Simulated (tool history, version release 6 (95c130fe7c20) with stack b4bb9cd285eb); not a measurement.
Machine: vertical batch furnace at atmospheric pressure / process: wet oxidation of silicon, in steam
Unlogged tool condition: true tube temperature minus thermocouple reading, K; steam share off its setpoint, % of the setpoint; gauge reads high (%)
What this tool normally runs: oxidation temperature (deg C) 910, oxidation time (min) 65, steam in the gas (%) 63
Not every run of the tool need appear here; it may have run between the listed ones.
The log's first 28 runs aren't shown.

run    hour  oxidation temperature (deg C)  oxidation time (min)  steam in the gas (%)  wafers since the last listed run  hours since the last temperature calibration  hours since the steam generator was serviced  hours since the gauge calibration  read-back reference wafer on the same gauge, thickness  oxide thickness on the monitor wafer (nm)
 29    2271                            899                  50.5                    63                              3468                                         958.2                                         437.9                             1226.5                                                  161.02                                     128.42
 30  2315.8                            929                    65                    63                               634                                          1003                                         482.7                             1271.3                                                  161.02                                     215.43
 31  2352.6                            910                  50.5                    56                               521                                        1039.8                                         519.5                             1308.1                                                  160.99                                     132.66
 32    2407                            901                    84                    71                               770                                        1094.2                                         573.9                             1362.5                                                  161.03                                     220.46
 33  2483.6                            910                    65                    63                              1085                                        1170.8                                         650.5                             1439.1                                                     161                                     180.89
 34  2559.6                            910                    65                    63                              1077                                        1246.8                                         726.5                             1515.1                                                     161                                     180.43
 35    2645                            910                    65                    63                              1210                                        1332.2                                         811.9                             1600.5                                                  161.03                                     180.66
     2750.4  -- thermocouples replaced and temperature profile calibrated
 36  2750.9                            910                    65                    52                              1160                                           0.5                                         917.8                             1706.4                                                  161.05                                     152.15
 37  2969.9                            910                    39                    53                              3103                                         219.5                                        1136.8                             1925.4                                                  160.98                                     100.01

What if the next run were any one of these 5? Each begins from the tool's condition after run 37:
  A  2975.7                            910                    65                    60                                82                                         225.3                                        1142.6                             1931.2                                                       ?                                          ?
  B  2975.7                            927                  36.5                    70                                82                                         225.3                                        1142.6                             1931.2                                                       ?                                          ?
  C  2975.7                            894                    90                    66                                82                                         225.3                                        1142.6                             1931.2                                                       ?                                          ?
  D  2975.7                            920                  48.5                    67                                82                                         225.3                                        1142.6                             1931.2                                                       ?                                          ?
  E  2975.7                            910                    65                    53                                82                                         225.3                                        1142.6                             1931.2                                                       ?                                          ?

run  read-back reference wafer on the same gauge, thickness  oxide thickness on the monitor wafer (nm)
  A                                                  160.98                                     171.39
  B                                                  160.98                                      144.8
  C                                                  160.98                                     200.21
  D                                                  160.98                                     164.12
  E                                                  160.98                                     154.79
The same runs, with their run-to-run variation unchanged, on a tool lacking any hidden condition would have given:
run  oxide thickness on the monitor wafer (nm)
  A                                     171.58
  B                                        145
  C                                     200.34
  D                                     164.34
  E                                     154.96
